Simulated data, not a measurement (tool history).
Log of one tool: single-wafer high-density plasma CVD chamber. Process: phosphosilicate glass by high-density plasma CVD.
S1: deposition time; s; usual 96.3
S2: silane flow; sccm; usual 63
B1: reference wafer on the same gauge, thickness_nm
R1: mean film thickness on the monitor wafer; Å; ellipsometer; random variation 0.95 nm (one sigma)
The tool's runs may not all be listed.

run 1 hour=0 | S1=96.3 S2=63 | B1=632.251 | R1=6765.86
run 2 hour=21.7 | S1=96.3 S2=63 | B1=632.391 | R1=6753.9
run 3 hour=38.1 | S1=96.3 S2=63 | B1=632.213 | R1=6739.44
run 4 hour=62.7 | S1=96.3 S2=63 | B1=632.218 | R1=6754.35
run 5 hour=90.6 | S1=96.3 S2=63 | B1=631.776 | R1=6744.43
run 6 hour=105.7 | S1=96.3 S2=63 | B1=632.081 | R1=6761.68
run 7 hour=135.4 | S1=96.3 S2=63 | B1=631.981 | R1=6785.8
run 8 hour=161.9 | S1=96.3 S2=63 | B1=632.011 | R1=6757.83
run 9 hour=177.1 | S1=96.3 S2=63 | B1=631.345 | R1=6761.73
run 10 hour=198.9 | S1=90.4 S2=72 | B1=631.919 | R1=7240.45
run 11 hour=232.2 | S1=85.2 S2=63 | B1=631.884 | R1=5983.16
run 12 hour=253.2 | S1=96.3 S2=72 | B1=632.356 | R1=7728.43
run 13 hour=287.7 | S1=113.6 S2=52 | B1=631.585 | R1=6599.62
-- hour=296 gauge calibrated
run 14 hour=303.4 | S1=96.3 S2=63 | B1=631.594 | R1=6781.38
run 15 hour=322.2 | S1=85.2 S2=63 | B1=632.09 | R1=5997.64
run 16 hour=336.8 | S1=108.7 S2=63 | B1=631.933 | R1=7637.86
run 17 hour=354 | S1=106.8 S2=57 | B1=631.84 | R1=6804.46
-- hour=383.7 silane flow controller replaced
run 18 hour=384.2 | S1=88.7 S2=68 | B1=631.927 | R1=6372.38
run 19 hour=397.6 | S1=96.3 S2=71 | B1=631.336 | R1=7214.83
run 20 hour=431.6 | S1=96.3 S2=58 | B1=632.146 | R1=5891.94
run 21 hour=462.4 | S1=96.3 S2=70 | B1=631.7 | R1=7103.12
run 22 hour=485.2 | S1=104.7 S2=67 | B1=631.776 | R1=7392.86
run 23 hour=518.4 | S1=96.3 S2=63 | B1=631.916 | R1=6407.94
run 24 hour=544.5 | S1=90.5 S2=51 | B1=631.909 | R1=4887.41

Measured less the same run without the tool's hidden state. The same run-to-run variation is in both; the gauge's scatter may not be:
The hidden state here: delivered silane flow above the setpoint (%); gauge reads high (%).
run=1 R1=+407.82
run=2 R1=+408.79
run=3 R1=+409.2
run=4 R1=+412.02
run=5 R1=+413.59
run=6 R1=+415.83
run=7 R1=+419.64
run=8 R1=+419.98
run=9 R1=+421.41
run=10 R1=+453.07
run=11 R1=+376.68
run=12 R1=+488.44
run=13 R1=+419.72
run=14 R1=+432.5
run=15 R1=+383.81
run=16 R1=+490.06
run=17 R1=+437.93
run=18 R1=+51.46
run=19 R1=+59.51
run=20 R1=+51.18
run=21 R1=+64.52
run=22 R1=+69.32
run=23 R1=+62.82
run=24 R1=+49.56
